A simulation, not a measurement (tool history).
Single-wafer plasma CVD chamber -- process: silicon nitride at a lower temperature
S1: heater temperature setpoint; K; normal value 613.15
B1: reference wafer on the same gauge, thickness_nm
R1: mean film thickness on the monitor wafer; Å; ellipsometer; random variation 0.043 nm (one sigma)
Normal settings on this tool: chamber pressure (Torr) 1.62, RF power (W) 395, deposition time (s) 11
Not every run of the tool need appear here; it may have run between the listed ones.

Run 1, hour 0: usual settings; B1 18.469. Result: R1 160.09 Å.
Run 2, hour 32.2: usual settings; B1 18.515. Result: R1 160.63 Å.
Run 3, hour 58: usual settings; B1 18.516. Result: R1 161.49 Å.
Run 4, hour 70.7: usual settings but RF power (W) 445; B1 18.533. Result: R1 172.82 Å.
Run 5, hour 92.6: usual settings; B1 18.543. Result: R1 162.39 Å.
Run 6, hour 106.4: usual settings; B1 18.562. Result: R1 160.77 Å.
Run 7, hour 137.5: usual settings; B1 18.596. Result: R1 162.16 Å.
Run 8, hour 163.6: usual settings but deposition time (s) 9.5; B1 18.635. Result: R1 139.79 Å.
At hour 195.3: gauge calibrated.
Run 9, hour 197.8: usual settings but deposition time (s) 9.5; B1 18.394. Result: R1 137.86 Å.
Run 10, hour 216.9: usual settings but deposition time (s) 9.5; B1 18.395. Result: R1 138.11 Å.
Run 11, hour 248.2: usual settings; B1 18.399. Result: R1 160.13 Å.
At hour 275.6: capacitance manometer re-zeroed and calibrated.
Run 12, hour 276.1: usual settings; B1 18.411. Result: R1 159.95 Å.
Run 13, hour 298.5: usual settings; B1 18.422. Result: R1 159.61 Å.
Run 14, hour 323.6: usual settings; B1 18.424. Result: R1 160.03 Å.
Run 15, hour 338.4: usual settings; B1 18.433. Result: R1 160.82 Å.
Run 16, hour 352.7: usual settings; B1 18.435. Result: R1 160.34 Å.
Run 17, hour 382.8: usual settings but RF power (W) 445; B1 18.456. Result: R1 172.69 Å.
At hour 412.1: RF generator calibrated.
Run 18, hour 416.1: usual settings but S1 605.15 K, RF power (W) 465, deposition time (s) 11.8; B1 18.504. Result: R1 190.38 Å.
Run 19, hour 443.9: usual settings; B1 18.495. Result: R1 161.03 Å.
At hour 456.2: thermocouple changed; heater temperature recalibrated.
Run 20, hour 483.6: usual settings but deposition time (s) 9.6; B1 18.568. Result: R1 140.95 Å.
At hour 492.5: showerhead replaced.
Run 21, hour 506.2: usual settings but RF power (W) 370; B1 18.577. Result: R1 155.72 Å.
Run 22, hour 530.1: usual settings but RF power (W) 440; B1 18.603. Result: R1 172.34 Å.
Run 23, hour 557.8: usual settings but RF power (W) 450, deposition time (s) 10.2; B1 18.653. Result: R1 162.43 Å.
Run 24, hour 572.8: usual settings but chamber pressure (Torr) 1.23, RF power (W) 430; B1 18.677. Result: R1 146.66 Å.
Run 25, hour 604.3: usual settings but S1 606.15 K, chamber pressure (Torr) 1.45; B1 18.699. Result: R1 154.52 Å.
At hour 604.4: gauge calibrated.
Run 26, hour 629.7: usual settings but S1 601.15 K, chamber pressure (Torr) 1.26, RF power (W) 345, deposition time (s) 12.6; B1 18.448. Result: R1 146.7 Å.

Predict each of these 5 candidate next runs independently; none follows another, all start after run 26:
Run A, hour 630.1: usual settings; B1 ?. Result: R1 ?.
Run B, hour 630.1: usual settings but S1 607.15 K, RF power (W) 465; B1 ?. Result: R1 ?.
Run C, hour 630.1: usual settings but chamber pressure (Torr) 1.72, RF power (W) 370, deposition time (s) 13; B1 ?. Result: R1 ?.
Run D, hour 630.1: usual settings but chamber pressure (Torr) 1.5, RF power (W) 370, deposition time (s) 11.7; B1 ?. Result: R1 ?.
Run E, hour 630.1: usual settings but S1 622.15 K, chamber pressure (Torr) 1.49, deposition time (s) 12; B1 ?. Result: R1 ?.

run      B1      R1
  A  18.447  159.82
  B  18.447  176.38
  C  18.447  186.26
  D  18.447  157.11
  E  18.447  166.78
Had the tool no hidden state, the same runs would have come out as:
run      R1
  A  159.44
  B  175.97
  C  185.82
  D  156.75
  E  166.39
